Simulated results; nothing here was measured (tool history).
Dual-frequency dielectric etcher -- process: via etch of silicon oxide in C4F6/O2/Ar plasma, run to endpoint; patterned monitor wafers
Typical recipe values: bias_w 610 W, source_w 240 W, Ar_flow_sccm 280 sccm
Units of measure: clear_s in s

run	hour	bias_w	source_w	Ar_flow_sccm	wafers since the last listed run	hours since the last wet clean	hours since the last bias power generator calibration	hours since the last source power generator calibration	hours since the last Ar flow controller change	hours since the last upper electrode change	incoming incoming film thickness, nm	clear_s
1	0.0	610	240	313	0	226.7	3688.1	3431.4	1985.6	4517.7	150.2	36.9
2	9.0	610	240	313	145	235.7	3697.1	3440.4	1994.6	4526.7	150.3	36.2
3	24.2	610	220	280	245	250.9	3712.3	3455.6	2009.8	4541.9	150.6	36.9
4	35.1	610	200	228	175	261.8	3723.2	3466.5	2020.7	4552.8	149.9	37.2
5	48.3	610	210	280	212	275.0	3736.4	3479.7	2033.9	4566.0	149.6	37.2
6	63.0	610	210	280	237	289.7	3751.1	3494.4	2048.6	4580.7	150.9	37.4
7	79.3	610	240	280	263	306.0	3767.4	3510.7	2064.9	4597.0	149.7	35.9
8	89.0	610	240	280	156	315.7	3777.1	3520.4	2074.6	4606.7	150.6	36.1
# hour 102.0: bias power generator calibrated
# hour 116.6: upper electrode replaced
9	117.1	610	240	280	153	343.8	15.1	3548.5	2102.7	0.5	151.9	36.3
# hour 123.9: Ar flow controller replaced
10	124.4	610	240	280	20	351.1	22.4	3555.8	0.5	7.8	151.7	35.7
11	125.4	610	260	280	16	352.1	23.4	3556.8	1.5	8.8	152.2	35.8
12	136.6	610	260	280	180	363.3	34.6	3568.0	12.7	20.0	152.1	35.7
13	147.3	610	200	259	172	374.0	45.3	3578.7	23.4	30.7	151.9	37.3
14	160.1	490	220	349	206	386.8	58.1	3591.5	36.2	43.5	151.7	44.0
15	166.4	524	190	317	101	393.1	64.4	3597.8	42.5	49.8	150.7	42.8
16	180.7	472	290	248	230	407.4	78.7	3612.1	56.8	64.1	151.7	40.2
17	194.1	534	290	280	216	420.8	92.1	3625.5	70.2	77.5	151.7	36.9
18	207.4	610	240	315	214	434.1	105.4	3638.8	83.5	90.8	151.2	35.8
19	218.8	610	240	280	183	445.5	116.8	3650.2	94.9	102.2	152.6	36.2
20	227.6	610	240	218	141	454.3	125.6	3659.0	103.7	111.0	151.7	34.6
# hour 232.4: source power generator calibrated
# hour 252.7: wet clean of the chamber
21	253.2	677	240	219	20	0.5	151.2	20.8	129.3	136.6	153.0	34.7
22	253.6	610	240	313	6	0.9	151.6	21.2	129.7	137.0	150.7	37.5
23	261.2	506	300	330	122	8.5	159.2	28.8	137.3	144.6	152.1	40.0
24	301.8	648	220	261	655	49.1	199.8	69.4	177.9	185.2	152.8	36.6
25	319.6	661	270	214	287	66.9	217.6	87.2	195.7	203.0	152.5	33.6

Below are 4 alternative next runs, each starting from the tool's condition after run 25. Predict each:
A	320.0	610	240	259	6	67.3	218.0	87.6	196.1	203.4	150.2	?
B	320.0	755	220	280	6	67.3	218.0	87.6	196.1	203.4	150.2	?
C	320.0	491	200	222	6	67.3	218.0	87.6	196.1	203.4	150.2	?
D	320.0	701	270	242	6	67.3	218.0	87.6	196.1	203.4	150.2	?

run	clear_s
A	36.1
B	32.8
C	43.0
D	31.9
Take away the tool's hidden state, keep each run's random variation, and the runs would have read:
run	clear_s
A	36.6
B	33.2
C	43.6
D	32.3
